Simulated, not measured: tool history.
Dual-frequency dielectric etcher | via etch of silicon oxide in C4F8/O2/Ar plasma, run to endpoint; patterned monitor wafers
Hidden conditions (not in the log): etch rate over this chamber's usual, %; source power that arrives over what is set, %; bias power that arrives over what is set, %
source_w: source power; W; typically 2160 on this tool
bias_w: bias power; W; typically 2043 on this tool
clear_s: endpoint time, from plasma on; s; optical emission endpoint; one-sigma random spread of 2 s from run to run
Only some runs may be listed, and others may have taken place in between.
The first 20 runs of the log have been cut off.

| run | day | source_w | bias_w | wafers since the last listed run | hours since the last wet clean | hours since the last source power generator calibration | hours since the last bias power generator calibration | hours since the last upper electrode change | incoming incoming film thickness, nm | clear_s |
|---|---|---|---|---|---|---|---|---|---|---|
| 21 | 26.379 | 2460 | 2043 | 45 | 316 | 308.9 | 265.3 | 228.4 | 2225.5 | 410.6 |
| 22 | 27.562 | 2160 | 2043 | 98 | 344.4 | 337.3 | 293.7 | 256.8 | 2243.5 | 434 |
| 23 | 28.667 | 2530 | 2277 | 92 | 370.9 | 363.8 | 320.2 | 283.3 | 2239.4 | 400.1 |
| 24 | 29.796 | 1770 | 1911 | 94 | 398 | 390.9 | 347.3 | 310.4 | 2237 | 471.2 |
|  | 31.217 | wet clean of the chamber |
| 25 | 31.238 | 2160 | 2043 | 36 | 0.5 | 425.5 | 381.9 | 345 | 2232.7 | 432.1 |
| 26 | 32.512 | 2160 | 2043 | 106 | 31.1 | 456.1 | 412.5 | 375.6 | 2247.6 | 435.1 |
| 27 | 33.2 | 2420 | 2043 | 57 | 47.6 | 472.6 | 429 | 392.1 | 2227.3 | 416.1 |
| 28 | 33.962 | 1970 | 2335 | 63 | 65.9 | 490.9 | 447.3 | 410.4 | 2232 | 424.7 |
| 29 | 34.812 | 2420 | 1767 | 71 | 86.3 | 511.3 | 467.7 | 430.8 | 2227.7 | 437.8 |
| 30 | 35.983 | 2540 | 2250 | 97 | 114.4 | 539.4 | 495.8 | 458.9 | 2230.2 | 396.8 |
| 31 | 37.371 | 2160 | 2043 | 116 | 147.7 | 572.7 | 529.1 | 492.2 | 2215.4 | 425 |
| 32 | 38.112 | 1820 | 2323 | 62 | 165.5 | 590.5 | 546.9 | 510 | 2241.4 | 438.9 |
| 33 | 38.954 | 1700 | 2354 | 70 | 185.7 | 610.7 | 567.1 | 530.2 | 2249 | 445.8 |
| 34 | 40.35 | 2160 | 1796 | 116 | 219.2 | 644.2 | 600.6 | 563.7 | 2219.9 | 449 |
| 35 | 41.167 | 2330 | 1894 | 68 | 238.8 | 663.8 | 620.2 | 583.3 | 2253.6 | 437.8 |
| 36 | 41.979 | 1940 | 1542 | 67 | 258.3 | 683.3 | 639.7 | 602.8 | 2217.7 | 484.5 |

Consider 3 possible next runs. They are alternatives, not a sequence: every one starts from the tool as it was left by run 36. What does each give?
| A | 42 | 2160 | 2404 | 1 | 258.8 | 683.8 | 640.2 | 603.3 | 2242.5 | ? |
| B | 42 | 2530 | 1644 | 1 | 258.8 | 683.8 | 640.2 | 603.3 | 2242.5 | ? |
| C | 42 | 2410 | 1696 | 1 | 258.8 | 683.8 | 640.2 | 603.3 | 2242.5 | ? |

| run | clear_s |
|---|---|
| A | 413.8 |
| B | 446.1 |
| C | 448.6 |
Had the tool no hidden state, the same runs would have come out as:
| run | clear_s |
|---|---|
| A | 413.8 |
| B | 446.1 |
| C | 448.6 |
